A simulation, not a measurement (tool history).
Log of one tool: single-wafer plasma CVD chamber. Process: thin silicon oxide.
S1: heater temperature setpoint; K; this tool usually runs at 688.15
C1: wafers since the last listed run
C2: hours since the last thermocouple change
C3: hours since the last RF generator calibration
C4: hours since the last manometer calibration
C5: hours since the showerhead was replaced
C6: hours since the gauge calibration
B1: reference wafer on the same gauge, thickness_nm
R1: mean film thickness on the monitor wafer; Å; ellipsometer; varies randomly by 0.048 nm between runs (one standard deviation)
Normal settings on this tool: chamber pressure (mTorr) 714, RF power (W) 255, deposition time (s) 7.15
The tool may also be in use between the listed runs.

{"run": 1, "hour": 0.0, "S1": 688.15, "chamber pressure (mTorr)": 714, "RF power (W)": 255, "deposition time (s)": 7.15, "C1": 0, "C2": 617.5, "C3": 992.9, "C4": 2617.1, "C5": 2524.7, "C6": 364.8, "B1": 11.695, "R1": 128.74}
{"run": 2, "hour": 45.6, "S1": 688.15, "chamber pressure (mTorr)": 714, "RF power (W)": 240, "deposition time (s)": 7.15, "C1": 1534, "C2": 663.1, "C3": 1038.5, "C4": 2662.7, "C5": 2570.3, "C6": 410.4, "B1": 11.713, "R1": 125.74}
{"run": 3, "hour": 82.3, "S1": 688.15, "chamber pressure (mTorr)": 714, "RF power (W)": 240, "deposition time (s)": 7.15, "C1": 1235, "C2": 699.8, "C3": 1075.2, "C4": 2699.4, "C5": 2607, "C6": 447.1, "B1": 11.719, "R1": 125.68}
{"hour": 125.7, "done": "gauge calibrated"}
{"run": 4, "hour": 161.7, "S1": 688.15, "chamber pressure (mTorr)": 714, "RF power (W)": 240, "deposition time (s)": 7.15, "C1": 2672, "C2": 779.2, "C3": 1154.6, "C4": 2778.8, "C5": 2686.4, "C6": 36, "B1": 11.701, "R1": 126.16}
{"run": 5, "hour": 212.6, "S1": 688.15, "chamber pressure (mTorr)": 714, "RF power (W)": 280, "deposition time (s)": 7.15, "C1": 1713, "C2": 830.1, "C3": 1205.5, "C4": 2829.7, "C5": 2737.3, "C6": 86.9, "B1": 11.714, "R1": 133.25}
{"hour": 304.3, "done": "capacitance manometer re-zeroed and calibrated"}
{"run": 6, "hour": 306.5, "S1": 688.15, "chamber pressure (mTorr)": 714, "RF power (W)": 280, "deposition time (s)": 7.15, "C1": 2891, "C2": 924, "C3": 1299.4, "C4": 2.2, "C5": 2831.2, "C6": 180.8, "B1": 11.706, "R1": 125.54}
{"run": 7, "hour": 408.1, "S1": 692.15, "chamber pressure (mTorr)": 714, "RF power (W)": 290, "deposition time (s)": 7.15, "C1": 3419, "C2": 1025.6, "C3": 1401, "C4": 103.8, "C5": 2932.8, "C6": 282.4, "B1": 11.702, "R1": 127.03}
{"run": 8, "hour": 479.7, "S1": 694.15, "chamber pressure (mTorr)": 854, "RF power (W)": 255, "deposition time (s)": 6.13, "C1": 2409, "C2": 1097.2, "C3": 1472.6, "C4": 175.4, "C5": 3004.4, "C6": 354, "B1": 11.674, "R1": 119.15}
{"hour": 536.9, "done": "showerhead replaced"}
{"run": 9, "hour": 537.4, "S1": 677.15, "chamber pressure (mTorr)": 714, "RF power (W)": 230, "deposition time (s)": 7.15, "C1": 1672, "C2": 1154.9, "C3": 1530.3, "C4": 233.1, "C5": 0.5, "C6": 411.7, "B1": 11.694, "R1": 118.25}
{"hour": 570.2, "done": "gauge calibrated"}
{"run": 10, "hour": 585.2, "S1": 688.15, "chamber pressure (mTorr)": 714, "RF power (W)": 225, "deposition time (s)": 7.15, "C1": 1608, "C2": 1202.7, "C3": 1578.1, "C4": 280.9, "C5": 48.3, "C6": 15, "B1": 11.721, "R1": 116.26}
{"run": 11, "hour": 630.2, "S1": 700.15, "chamber pressure (mTorr)": 714, "RF power (W)": 255, "deposition time (s)": 7.15, "C1": 1514, "C2": 1247.7, "C3": 1623.1, "C4": 325.9, "C5": 93.3, "C6": 60, "B1": 11.695, "R1": 120.85}
{"run": 12, "hour": 669.1, "S1": 688.15, "chamber pressure (mTorr)": 714, "RF power (W)": 255, "deposition time (s)": 7.15, "C1": 1309, "C2": 1286.6, "C3": 1662, "C4": 364.8, "C5": 132.2, "C6": 98.9, "B1": 11.694, "R1": 122.31}
{"hour": 682.7, "done": "thermocouple changed; heater temperature recalibrated"}
{"hour": 713.4, "done": "RF generator calibrated"}
{"run": 13, "hour": 763.2, "S1": 692.15, "chamber pressure (mTorr)": 714, "RF power (W)": 290, "deposition time (s)": 7.15, "C1": 2628, "C2": 80.5, "C3": 49.8, "C4": 458.9, "C5": 226.3, "C6": 193, "B1": 11.686, "R1": 127.88}
{"run": 14, "hour": 819.9, "S1": 688.15, "chamber pressure (mTorr)": 866, "RF power (W)": 255, "deposition time (s)": 7.15, "C1": 1908, "C2": 137.2, "C3": 106.5, "C4": 515.6, "C5": 283, "C6": 249.7, "B1": 11.673, "R1": 140.43}
{"run": 15, "hour": 903.5, "S1": 697.15, "chamber pressure (mTorr)": 714, "RF power (W)": 300, "deposition time (s)": 7.15, "C1": 2813, "C2": 220.8, "C3": 190.1, "C4": 599.2, "C5": 366.6, "C6": 333.3, "B1": 11.698, "R1": 129.51}

Consider 3 possible next runs. They are alternatives, not a sequence: every one starts from the tool as it was left by run 15. What does each give?
{"run": "A", "hour": 903.9, "S1": 688.15, "chamber pressure (mTorr)": 714, "RF power (W)": 255, "deposition time (s)": 7.15, "C1": 13, "C2": 221.2, "C3": 190.5, "C4": 599.6, "C5": 367, "C6": 333.7, "B1": "?", "R1": "?"}
{"run": "B", "hour": 903.9, "S1": 680.15, "chamber pressure (mTorr)": 714, "RF power (W)": 255, "deposition time (s)": 7.15, "C1": 13, "C2": 221.2, "C3": 190.5, "C4": 599.6, "C5": 367, "C6": 333.7, "B1": "?", "R1": "?"}
{"run": "C", "hour": 903.9, "S1": 688.15, "chamber pressure (mTorr)": 714, "RF power (W)": 255, "deposition time (s)": 5.95, "C1": 13, "C2": 221.2, "C3": 190.5, "C4": 599.6, "C5": 367, "C6": 333.7, "B1": "?", "R1": "?"}

run=A B1=11.696 R1=122.24
run=B B1=11.696 R1=122.82
run=C B1=11.696 R1=101.76
With no hidden state in the tool, these same runs would have given:
run=A R1=120.86
run=B R1=121.43
run=C R1=100.61
